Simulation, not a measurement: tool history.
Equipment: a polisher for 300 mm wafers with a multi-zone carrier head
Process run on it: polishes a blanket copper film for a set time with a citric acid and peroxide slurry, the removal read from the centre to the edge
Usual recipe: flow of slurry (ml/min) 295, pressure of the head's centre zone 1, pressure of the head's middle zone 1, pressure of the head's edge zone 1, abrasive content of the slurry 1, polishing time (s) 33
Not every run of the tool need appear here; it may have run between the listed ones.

run    hour  flow of slurry (ml/min)  pressure of the head's centre zone  pressure of the head's middle zone  pressure of the head's edge zone  abrasive content of the slurry  polishing time (s)  wafers since the last listed run  wafers polished on this pad  hours since the slurry nozzle was cleaned  hours since the centre zone pressure was calibrated  hours since the edge zone pressure was calibrated  hours since the carrier head's membrane was replaced  incoming thickness of the incoming film, nm  film removed at the wafer's centre (nm)  film removed at mid-radius (nm)  film removed at the wafer's edge (nm)
  1       0                      295                                   1                                   1                                 1                               1                  33                                 0                          630                                      123.5                                                305.6                                              642.1                                                 142.7                                        648.1                                     33.8                             36.5                                   37.1
  2    36.3                      295                                   1                                   1                                 1                               1                  33                               213                          844                                      159.8                                                341.9                                              678.4                                                   179                                        653.9                                     33.2                             35.6                                     38
  3    96.1                      235                                   1                                   1                              0.96                             0.8                  33                               352                         1196                                      219.6                                                401.7                                              738.2                                                 238.8                                        653.5                                     30.1                             34.3                                   33.8
  4   127.6                      295                                   1                                   1                                 1                               1                  33                               185                         1381                                      251.1                                                433.2                                              769.7                                                 270.3                                        648.7                                     32.5                               36                                   37.4
  5   184.4                      295                                   1                                0.94                                 1                               1                  33                               334                         1716                                      307.9                                                  490                                              826.5                                                 327.1                                        649.9                                     32.3                             34.7                                   37.5
  6   230.6                      215                                0.91                                1.09                              1.08                               1                  33                               271                         1988                                      354.1                                                536.2                                              872.7                                                 373.3                                        642.1                                     27.7                             37.7                                   38.1
      243.6  -- centre zone pressure recalibrated
      256.9  -- worn pad replaced by a new one
  7   277.2                      295                                1.12                                 0.9                                 1                               1                  33                               239                          119                                      400.7                                                 33.6                                              919.3                                                 419.9                                          654                                     41.9                             33.9                                   37.5
  8     302                      295                                   1                                   1                                 1                            1.15                  22                               146                          265                                      425.5                                                 58.4                                              944.1                                                 444.7                                        646.9                                     25.2                             24.8                                   26.1
      346.1  -- slurry nozzle cleaned
  9   355.2                      295                                   1                                   1                                 1                             0.7                  33                               307                          572                                        9.1                                                111.6                                              997.3                                                 497.9                                          647                                     33.9                             33.2                                   34.1
 10     523                      295                                   1                                   1                                 1                               1                  33                               987                         1560                                      176.9                                                279.4                                             1165.1                                                 665.7                                        637.4                                     35.6                             36.4                                     38
      540.3  -- edge zone pressure recalibrated
 11   556.7                      295                                   1                                   1                              0.89                               1                  33                               186                         1747                                      210.6                                                313.1                                               16.4                                                 699.4                                        659.8                                     34.9                             36.4                                   35.2
 12   594.4                      195                                   1                                   1                                 1                               1                  33                               221                         1969                                      248.3                                                350.8                                               54.1                                                 737.1                                        640.1                                     31.6                             34.3                                   36.5
      628.4  -- carrier head's membrane replaced by a new one
        648  -- worn pad replaced by a new one
 13   659.5                      350                                   1                                   1                                 1                            0.85                  33                               330                           67                                      313.4                                                415.9                                              119.2                                                  31.1                                        644.8                                       33                             36.1                                   36.6
 14   712.7                      295                                   1                                   1                                 1                               1                  33                               313                          380                                      366.6                                                469.1                                              172.4                                                  84.3                                        643.8                                     33.9                             36.4                                   37.3
      715.3  -- centre zone pressure recalibrated
      751.3  -- slurry nozzle cleaned
 15   772.2                      295                                1.04                                1.12                                 1                               1                  33                               332                          713                                       20.9                                                 56.9                                              231.9                                                 143.8                                        647.7                                     37.9                             39.3                                   37.8
 16   836.5                      360                                   1                                   1                                 1                               1                  33                               378                         1091                                       85.2                                                121.2                                              296.2                                                 208.1                                        651.7                                       37                             37.6                                   37.3
 17   900.2                      240                                   1                                1.08                                 1                               1                  23                               375                         1466                                      148.9                                                184.9                                              359.9                                                 271.8                                        649.8                                     24.7                             26.2                                   25.6
 18   935.1                      295                                   1                                   1                                 1                               1                  33                               205                         1672                                      183.8                                                219.8                                              394.8                                                 306.7                                        646.1                                     35.3                             36.9                                   37.5
 19     966                      295                                0.88                                0.96                                 1                               1                  43                               181                         1854                                      214.7                                                250.7                                              425.7                                                 337.6                                        662.8                                     39.5                             46.4                                   48.8
 20  1000.9                      385                                0.89                                0.93                                 1                               1                  22                               205                         2059                                      249.6                                                285.6                                              460.6                                                 372.5                                        662.3                                     20.6                             23.8                                   25.6
     1026.4  -- worn pad replaced by a new one
 21  1052.8                      295                                0.97                                   1                                 1                               1                  37                               282                          155                                      301.5                                                337.5                                              512.5                                                 424.4                                        654.3                                     36.6                             40.3                                     42
     1109.3  -- slurry nozzle cleaned
 22  1122.5                      295                                0.96                                   1                                 1                               1                  33                               404                          559                                       13.2                                                407.2                                              582.2                                                 494.1                                        639.2                                     31.2                             36.8                                   37.4

Here are 3 independent what-if runs from the current tool condition. What would each one return?
  A  1122.9                      295                                   1                                   1                                 1                               1                  33                                 2                          562                                       13.6                                                407.6                                              582.6                                                 494.5                                        642.9                                        ?                                ?                                      ?
  B  1122.9                      400                                1.07                                   1                                 1                               1                  33                                 2                          562                                       13.6                                                407.6                                              582.6                                                 494.5                                        642.9                                        ?                                ?                                      ?
  C  1122.9                      295                                   1                                   1                              0.95                               1                  45                                 2                          562                                       13.6                                                407.6                                              582.6                                                 494.5                                        642.9                                        ?                                ?                                      ?

run  film removed at the wafer's centre (nm)  film removed at mid-radius (nm)  film removed at the wafer's edge (nm)
  A                                     33.4                             35.9                                     37
  B                                     36.9                             36.9                                   37.8
  C                                     45.5                               49                                   49.3
Without the tool's hidden state the same runs would have given:
run  film removed at the wafer's centre (nm)  film removed at mid-radius (nm)  film removed at the wafer's edge (nm)
  A                                     37.3                             35.9                                     37
  B                                     41.1                             36.9                                   37.8
  C                                     50.8                               49                                   49.3
